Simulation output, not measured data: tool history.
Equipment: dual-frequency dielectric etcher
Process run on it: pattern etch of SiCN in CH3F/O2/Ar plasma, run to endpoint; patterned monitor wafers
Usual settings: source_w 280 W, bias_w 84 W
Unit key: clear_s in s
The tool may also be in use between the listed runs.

| run | hour | source_w | bias_w | incoming incoming film thickness, nm | clear_s |
|---|---|---|---|---|---|
| 1 | 0 | 280 | 84 | 12.25 | 33 |
|  | 84.9 | wet clean of the chamber |
| 2 | 100.1 | 250 | 84 | 12.26 | 35.2 |
| 3 | 166 | 250 | 84 | 12.2 | 34.9 |
| 4 | 246.3 | 280 | 84 | 12.12 | 33.1 |
| 5 | 351 | 280 | 79 | 12.21 | 33.9 |
| 6 | 389.6 | 280 | 79 | 12.25 | 34 |
| 7 | 430.5 | 310 | 84 | 12.15 | 31.1 |
|  | 439.2 | source power generator calibrated |
| 8 | 524 | 280 | 84 | 12.26 | 32.6 |
|  | 612.3 | wet clean of the chamber |
| 9 | 616.3 | 280 | 84 | 12.18 | 33.5 |
| 10 | 678.6 | 280 | 79 | 12.24 | 34.5 |

The next listed run, before its measurement:
| 11 | 727.3 | 220 | 103 | 12.17 | ? |

clear_s: 34.1 s
Minus the tool's unlogged condition, the same run would have read clear_s 34.2 s.
